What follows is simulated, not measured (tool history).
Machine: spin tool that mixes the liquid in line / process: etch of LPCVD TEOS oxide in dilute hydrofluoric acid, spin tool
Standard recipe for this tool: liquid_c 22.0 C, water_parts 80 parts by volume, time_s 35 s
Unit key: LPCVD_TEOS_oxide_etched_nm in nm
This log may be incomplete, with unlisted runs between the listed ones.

run     day  liquid_c  water_parts  time_s  read-back film thickness of the LPCVD TEOS oxide reference wafer, read on the same gauge (nm)  LPCVD_TEOS_oxide_etched_nm
  1   0.000      22.0           80      35                                                                                         100.01                       23.03
  2   2.071      22.0           80      35                                                                                          99.98                       23.18
  3   4.675      22.0           80      35                                                                                         100.02                       23.06
  4   6.550      22.0           65      40                                                                                         100.00                       32.73
  5  10.833      22.0           80      35                                                                                         100.04                       23.00
  6  12.600      22.0           80      35                                                                                         100.03                       22.74
  7  16.833      22.0           80      35                                                                                         100.01                       23.10
     21.433  -- hydrofluoric acid flow meter replaced
     23.200  -- gauge calibrated
  8  29.875      22.0           80      25                                                                                         100.01                       15.83
  9  33.267      22.0           80      25                                                                                         100.00                       15.92
 10  36.675      22.0           80      25                                                                                         100.01                       16.00
 11  40.808      25.5           65      50                                                                                          99.99                       45.82
 12  44.358      26.0           45      15                                                                                         100.00                       20.82
 13  50.550      19.5          105      35                                                                                         100.00                       14.71
 14  52.621      22.0           80      35                                                                                         100.01                       22.03
     53.917  -- thermometer replaced
 15  54.942      26.5           80      25                                                                                         100.02                       20.88
 16  58.117      22.0           80      35                                                                                          99.95                       24.33
 17  60.454      22.0           80      35                                                                                         100.00                       23.47
 18  62.154      22.0           80      55                                                                                         100.03                       38.20
 19  64.062      22.0           95      45                                                                                         100.03                       25.18
 20  65.800      19.5          100      25                                                                                          99.97                       12.02

For run 21, what comes out?
 21  69.921      22.0           80      35                                                                                              ?                           ?

read-back film thickness of the LPCVD TEOS oxide reference wafer, read on the same gauge (nm): 99.99
LPCVD_TEOS_oxide_etched_nm: 23.80 nm
If the tool had no hidden condition, the same run with the same run-to-run variation would have returned LPCVD_TEOS_oxide_etched_nm 24.19 nm.
